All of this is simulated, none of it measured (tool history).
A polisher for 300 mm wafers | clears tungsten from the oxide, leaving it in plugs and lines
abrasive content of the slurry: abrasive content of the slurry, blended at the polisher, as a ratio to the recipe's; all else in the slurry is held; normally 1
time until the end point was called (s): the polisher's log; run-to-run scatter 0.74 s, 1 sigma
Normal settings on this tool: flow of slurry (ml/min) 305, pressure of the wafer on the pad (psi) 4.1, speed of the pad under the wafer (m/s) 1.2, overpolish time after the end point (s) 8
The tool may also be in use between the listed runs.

| run | hour | flow of slurry (ml/min) | pressure of the wafer on the pad (psi) | speed of the pad under the wafer (m/s) | abrasive content of the slurry | overpolish time after the end point (s) | incoming thickness of the incoming film, nm | time until the end point was called (s) |
|---|---|---|---|---|---|---|---|---|
| 1 | 0 | 305 | 4.1 | 1.2 | 1 | 8 | 314.6 | 47.1 |
|  | 30.2 | worn pad replaced by a new one |
| 2 | 30.7 | 305 | 4.1 | 1.2 | 1 | 8 | 310.1 | 42.1 |
| 3 | 42.3 | 305 | 4.1 | 1.2 | 1 | 8 | 306.1 | 42.1 |
| 4 | 60.5 | 305 | 3 | 1.2 | 1 | 8 | 305.5 | 58.8 |
| 5 | 72.8 | 305 | 3 | 1.2 | 1 | 8 | 310.8 | 61.1 |
|  | 83.6 | slurry tank refilled with fresh slurry and peroxide |
| 6 | 99 | 305 | 4.1 | 1.2 | 1.1 | 8 | 313.9 | 44.3 |
| 7 | 118 | 305 | 4.1 | 1.2 | 1.1 | 8 | 310.9 | 44.3 |
|  | 132.3 | slurry nozzle cleaned |
| 8 | 132.8 | 305 | 4.1 | 1.2 | 1.1 | 8 | 307.5 | 46 |
|  | 139.5 | head pressure recalibrated |
| 9 | 161.1 | 305 | 4.6 | 1.2 | 1.2 | 8 | 308.8 | 42.2 |
|  | 169.3 | slurry blender recalibrated |
| 10 | 177.4 | 305 | 4.6 | 1.2 | 1.2 | 8 | 308.2 | 39.4 |
| 11 | 192.7 | 305 | 4.6 | 1.2 | 1.2 | 8 | 307.3 | 39.8 |
|  | 209 | worn pad replaced by a new one |
| 12 | 209.5 | 305 | 4.1 | 1.2 | 1.2 | 8 | 306.7 | 40.7 |
| 13 | 223.1 | 250 | 4.1 | 1.2 | 1 | 8 | 315.6 | 44.4 |
| 14 | 242.4 | 405 | 4.1 | 1.52 | 1 | 8 | 308.3 | 32.9 |
|  | 262.1 | slurry tank refilled with fresh slurry and peroxide |
|  | 349.3 | slurry blender recalibrated |
| 15 | 349.8 | 305 | 4.1 | 1.2 | 1 | 8 | 309.4 | 46.1 |
|  | 378 | worn pad replaced by a new one |
|  | 434.3 | slurry tank refilled with fresh slurry and peroxide |
| 16 | 439.1 | 345 | 4.1 | 0.96 | 0.75 | 11 | 311.6 | 56 |
| 17 | 475 | 305 | 4.9 | 1.32 | 0.9 | 9 | 309.2 | 36.2 |
|  | 482.2 | head pressure recalibrated |
|  | 484.8 | slurry blender recalibrated |
| 18 | 510.1 | 305 | 4.1 | 1.2 | 1 | 8 | 309.9 | 46.3 |
|  | 531 | slurry nozzle cleaned |
| 19 | 533 | 250 | 4.1 | 1.5 | 1 | 8 | 311.1 | 39.6 |

What does the tool deliver on the next run?
| 20 | 549.5 | 305 | 4.1 | 1.2 | 1 | 8 | 313.8 | ? |

{"run 20": {"time until the end point was called (s)": 51.5}}
If the tool had no hidden condition, the same run with the same run-to-run variation would have returned time until the end point was called (s) 41.8.
